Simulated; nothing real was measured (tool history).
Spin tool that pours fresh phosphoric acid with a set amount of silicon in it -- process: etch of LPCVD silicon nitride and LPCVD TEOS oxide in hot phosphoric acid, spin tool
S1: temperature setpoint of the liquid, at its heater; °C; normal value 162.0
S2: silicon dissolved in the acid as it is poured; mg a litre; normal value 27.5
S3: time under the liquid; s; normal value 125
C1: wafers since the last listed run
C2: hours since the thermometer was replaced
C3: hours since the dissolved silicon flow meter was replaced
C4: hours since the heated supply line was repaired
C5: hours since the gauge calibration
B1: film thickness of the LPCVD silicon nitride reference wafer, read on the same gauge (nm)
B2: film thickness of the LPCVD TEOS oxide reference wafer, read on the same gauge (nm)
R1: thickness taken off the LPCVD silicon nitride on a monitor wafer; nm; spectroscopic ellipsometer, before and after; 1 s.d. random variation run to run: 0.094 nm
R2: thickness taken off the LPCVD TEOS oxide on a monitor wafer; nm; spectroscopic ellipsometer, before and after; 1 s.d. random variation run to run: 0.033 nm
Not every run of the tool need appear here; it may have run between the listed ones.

{"run": 1, "hour": 0.0, "S1": 162.0, "S2": 38.0, "S3": 125, "C1": 0, "C2": 335.9, "C3": 1732.6, "C4": 1886.2, "C5": 290.6, "B1": 100.01, "B2": 39.996, "R1": 10.64, "R2": 0.244}
{"run": 2, "hour": 13.3, "S1": 163.0, "S2": 27.5, "S3": 125, "C1": 136, "C2": 349.2, "C3": 1745.9, "C4": 1899.5, "C5": 303.9, "B1": 99.98, "B2": 39.991, "R1": 11.17, "R2": 0.424}
{"hour": 31.3, "done": "dissolved silicon flow meter replaced"}
{"run": 3, "hour": 31.8, "S1": 162.0, "S2": 19.0, "S3": 125, "C1": 179, "C2": 367.7, "C3": 0.5, "C4": 1918.0, "C5": 322.4, "B1": 100.0, "B2": 40.014, "R1": 10.59, "R2": 0.602}
{"run": 4, "hour": 40.0, "S1": 162.0, "S2": 19.0, "S3": 125, "C1": 84, "C2": 375.9, "C3": 8.7, "C4": 1926.2, "C5": 330.6, "B1": 100.01, "B2": 40.007, "R1": 10.66, "R2": 0.496}
{"run": 5, "hour": 46.3, "S1": 162.0, "S2": 19.0, "S3": 125, "C1": 64, "C2": 382.2, "C3": 15.0, "C4": 1932.5, "C5": 336.9, "B1": 100.03, "B2": 40.001, "R1": 10.46, "R2": 0.53}
{"hour": 55.0, "done": "gauge calibrated"}
{"run": 6, "hour": 55.8, "S1": 162.0, "S2": 27.5, "S3": 125, "C1": 97, "C2": 391.7, "C3": 24.5, "C4": 1942.0, "C5": 0.8, "B1": 99.99, "B2": 39.98, "R1": 10.65, "R2": 0.377}
{"run": 7, "hour": 64.6, "S1": 162.0, "S2": 27.5, "S3": 125, "C1": 90, "C2": 400.5, "C3": 33.3, "C4": 1950.8, "C5": 9.6, "B1": 99.99, "B2": 39.959, "R1": 10.66, "R2": 0.398}
{"run": 8, "hour": 73.3, "S1": 162.0, "S2": 27.5, "S3": 125, "C1": 89, "C2": 409.2, "C3": 42.0, "C4": 1959.5, "C5": 18.3, "B1": 100.0, "B2": 40.027, "R1": 10.46, "R2": 0.4}
{"run": 9, "hour": 82.8, "S1": 162.0, "S2": 27.5, "S3": 125, "C1": 97, "C2": 418.7, "C3": 51.5, "C4": 1969.0, "C5": 27.8, "B1": 100.01, "B2": 39.96, "R1": 10.55, "R2": 0.384}
{"run": 10, "hour": 93.5, "S1": 162.5, "S2": 14.0, "S3": 125, "C1": 109, "C2": 429.4, "C3": 62.2, "C4": 1979.7, "C5": 38.5, "B1": 100.01, "B2": 40.025, "R1": 10.47, "R2": 0.598}
{"run": 11, "hour": 102.4, "S1": 162.0, "S2": 9.0, "S3": 145, "C1": 91, "C2": 438.3, "C3": 71.1, "C4": 1988.6, "C5": 47.4, "B1": 100.0, "B2": 39.988, "R1": 12.03, "R2": 0.843}
{"run": 12, "hour": 119.7, "S1": 159.0, "S2": 16.5, "S3": 125, "C1": 177, "C2": 455.6, "C3": 88.4, "C4": 2005.9, "C5": 64.7, "B1": 99.99, "B2": 39.949, "R1": 9.5, "R2": 0.432}
{"run": 13, "hour": 149.5, "S1": 162.0, "S2": 27.5, "S3": 125, "C1": 305, "C2": 485.4, "C3": 118.2, "C4": 2035.7, "C5": 94.5, "B1": 99.99, "B2": 40.007, "R1": 10.35, "R2": 0.462}
{"hour": 152.4, "done": "heated supply line repaired"}
{"run": 14, "hour": 157.7, "S1": 162.0, "S2": 27.5, "S3": 125, "C1": 73, "C2": 493.6, "C3": 126.4, "C4": 5.3, "C5": 102.7, "B1": 99.99, "B2": 40.029, "R1": 10.45, "R2": 0.451}
{"run": 15, "hour": 170.1, "S1": 162.0, "S2": 49.0, "S3": 125, "C1": 127, "C2": 506.0, "C3": 138.8, "C4": 17.7, "C5": 115.1, "B1": 100.0, "B2": 40.012, "R1": 10.52, "R2": 0.157}
{"run": 16, "hour": 186.4, "S1": 162.0, "S2": 27.5, "S3": 70, "C1": 167, "C2": 522.3, "C3": 155.1, "C4": 34.0, "C5": 131.4, "B1": 99.98, "B2": 39.97, "R1": 5.76, "R2": 0.2}
{"hour": 187.8, "done": "thermometer replaced"}
{"run": 17, "hour": 202.5, "S1": 162.0, "S2": 27.5, "S3": 125, "C1": 154, "C2": 14.7, "C3": 171.2, "C4": 50.1, "C5": 147.5, "B1": 100.0, "B2": 39.995, "R1": 11.18, "R2": 0.466}
{"run": 18, "hour": 208.5, "S1": 162.0, "S2": 27.5, "S3": 125, "C1": 61, "C2": 20.7, "C3": 177.2, "C4": 56.1, "C5": 153.5, "B1": 99.97, "B2": 39.998, "R1": 10.92, "R2": 0.481}
{"run": 19, "hour": 214.9, "S1": 162.0, "S2": 10.5, "S3": 95, "C1": 65, "C2": 27.1, "C3": 183.6, "C4": 62.5, "C5": 159.9, "B1": 100.0, "B2": 39.99, "R1": 8.25, "R2": 0.536}
{"run": 20, "hour": 230.8, "S1": 163.0, "S2": 27.5, "S3": 125, "C1": 162, "C2": 43.0, "C3": 199.5, "C4": 78.4, "C5": 175.8, "B1": 99.99, "B2": 39.998, "R1": 11.3, "R2": 0.482}
{"run": 21, "hour": 247.7, "S1": 160.0, "S2": 27.5, "S3": 190, "C1": 173, "C2": 59.9, "C3": 216.4, "C4": 95.3, "C5": 192.7, "B1": 99.97, "B2": 39.985, "R1": 15.48, "R2": 0.608}
{"run": 22, "hour": 264.8, "S1": 162.0, "S2": 27.5, "S3": 95, "C1": 175, "C2": 77.0, "C3": 233.5, "C4": 112.4, "C5": 209.8, "B1": 99.99, "B2": 39.981, "R1": 8.34, "R2": 0.331}
{"run": 23, "hour": 270.8, "S1": 162.0, "S2": 43.0, "S3": 125, "C1": 61, "C2": 83.0, "C3": 239.5, "C4": 118.4, "C5": 215.8, "B1": 100.02, "B2": 39.986, "R1": 10.94, "R2": 0.191}

State the hidden condition of the tool at each of the runs:
dissolved silicon flow below the setpoint (%): 0 on each run
temperature lost on the way to the wafer (K): 0 on each run
gauge reads high (%): 0 on each run
H1: liquid colder than its thermometer reads (K)
run=1 H1=1.47
run=2 H1=1.53
run=3 H1=1.6
run=4 H1=1.64
run=5 H1=1.66
run=6 H1=1.7
run=7 H1=1.74
run=8 H1=1.78
run=9 H1=1.82
run=10 H1=1.86
run=11 H1=1.9
run=12 H1=1.97
run=13 H1=2.1
run=14 H1=2.13
run=15 H1=2.18
run=16 H1=2.25
run=17 H1=0.41
run=18 H1=0.435
run=19 H1=0.462
run=20 H1=0.529
run=21 H1=0.599
run=22 H1=0.671
run=23 H1=0.696
